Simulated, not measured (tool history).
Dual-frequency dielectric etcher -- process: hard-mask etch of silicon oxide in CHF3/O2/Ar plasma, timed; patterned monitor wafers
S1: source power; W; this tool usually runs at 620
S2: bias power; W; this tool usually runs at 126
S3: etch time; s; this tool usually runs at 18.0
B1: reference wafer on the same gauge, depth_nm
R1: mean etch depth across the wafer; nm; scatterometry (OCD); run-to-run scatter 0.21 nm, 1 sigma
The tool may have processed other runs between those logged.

run	hour	S1	S2	S3	B1	R1
1	0.0	730	126	18.0	42.08	38.30
2	19.1	730	126	18.0	42.08	38.02
3	33.1	540	102	18.0	42.20	30.67
4	63.4	540	102	18.0	42.07	30.53
5	78.7	540	102	18.0	42.05	30.73
6	102.9	620	126	21.5	42.02	42.30
# hour 148.2: wet clean of the chamber
7	148.7	620	126	21.5	42.14	44.29
8	149.0	620	126	21.5	42.08	43.94
9	171.2	620	126	18.0	42.19	36.70
# hour 279.4: upper electrode replaced
10	279.9	620	126	18.0	42.14	36.59
11	317.6	620	126	18.0	42.06	36.16
12	344.8	620	126	18.0	42.10	35.56
# hour 386.4: source power generator calibrated
# hour 392.7: gauge calibrated
# hour 402.7: bias power generator calibrated
13	449.0	620	113	18.0	41.97	33.71
14	462.4	740	103	21.0	41.96	40.28
15	487.4	620	126	18.0	42.10	35.24
16	515.9	620	106	13.0	42.07	23.19
# hour 553.7: wet clean of the chamber
17	554.2	620	126	18.0	42.10	36.33
18	561.5	620	126	18.0	42.11	36.60
19	594.4	620	126	18.0	42.09	36.01

For run 20, what comes out?
20	649.5	620	126	15.0	?	?

Run 20 yielded B1 42.15, R1 29.88 nm.
Without the tool's hidden state the same run would have given R1 30.34 nm.
